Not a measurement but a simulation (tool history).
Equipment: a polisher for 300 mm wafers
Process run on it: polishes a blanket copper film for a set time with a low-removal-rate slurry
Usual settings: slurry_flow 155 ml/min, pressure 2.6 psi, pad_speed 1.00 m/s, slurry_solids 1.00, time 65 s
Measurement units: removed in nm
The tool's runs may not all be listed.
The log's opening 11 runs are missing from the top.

run    hour  slurry_flow  pressure  pad_speed  slurry_solids  time  incoming thickness of the incoming film, nm  removed
      840.5  -- head pressure recalibrated
 12   865.4          155       2.6       1.00           1.00    72                                       1049.4    157.3
 13   971.4          155       2.6       1.00           1.00    72                                       1049.0    149.7
      984.4  -- slurry blender recalibrated
 14  1075.5          155       2.6       1.00           1.00    72                                       1039.0    145.0
     1115.2  -- slurry nozzle cleaned
 15  1161.2          110       2.6       1.32           1.15    53                                       1049.6    122.4
     1249.0  -- worn pad replaced by a new one
 16  1266.2          155       3.0       1.30           0.80    75                                       1064.6    197.7
 17  1346.8          115       2.6       1.14           1.00    65                                       1042.8    135.1
     1374.4  -- head pressure recalibrated
 18  1450.7          190       2.6       1.00           0.80    76                                       1045.2    158.7
     1531.6  -- slurry blender recalibrated
 19  1601.8          200       2.6       1.00           1.00    83                                       1046.5    174.3
 20  1642.6          155       2.3       1.00           1.00    65                                       1029.0    120.1
     1656.6  -- slurry nozzle cleaned
     1691.0  -- worn pad replaced by a new one
 21  1699.0          155       2.6       1.00           1.00    65                                       1032.2    134.6
 22  1758.2          155       3.0       1.30           0.80    75                                       1040.4    202.6
 23  1848.2          155       2.6       0.90           1.00    80                                       1060.4    148.8
     1882.8  -- head pressure recalibrated
 24  1925.7          155       2.6       1.00           1.00    65                                       1065.5    137.1
     1973.5  -- slurry blender recalibrated
 25  2016.8          195       2.6       1.00           1.00    65                                       1048.4    137.3
 26  2068.0          155       2.6       1.00           0.70    65                                       1056.4    125.1
 27  2167.8          155       2.6       1.34           1.00    84                                       1060.3    209.3
     2190.6  -- slurry nozzle cleaned
     2191.0  -- worn pad replaced by a new one
 28  2229.5          125       3.0       0.82           1.15    65                                       1065.5    126.7
 29  2301.4          155       2.6       1.00           1.00    65                                       1060.8    132.5
     2334.6  -- head pressure recalibrated
 30  2377.2          155       3.1       1.32           1.00    65                                       1041.2    197.1

Consider 3 possible next runs. They are alternatives, not a sequence: every one starts from the tool as it was left by run 30. What does each give?
  A  2377.6          155       2.6       1.00           1.00    84                                       1048.9        ?
  B  2377.6          175       2.1       1.00           1.00    65                                       1048.9        ?
  C  2377.6          155       2.6       1.00           1.30    65                                       1048.9        ?

run  removed
  A    177.4
  B    120.9
  C    144.1
With the hidden condition removed and each run's random variation left untouched, the same runs would have given:
run  removed
  A    186.2
  B    126.9
  C    151.2

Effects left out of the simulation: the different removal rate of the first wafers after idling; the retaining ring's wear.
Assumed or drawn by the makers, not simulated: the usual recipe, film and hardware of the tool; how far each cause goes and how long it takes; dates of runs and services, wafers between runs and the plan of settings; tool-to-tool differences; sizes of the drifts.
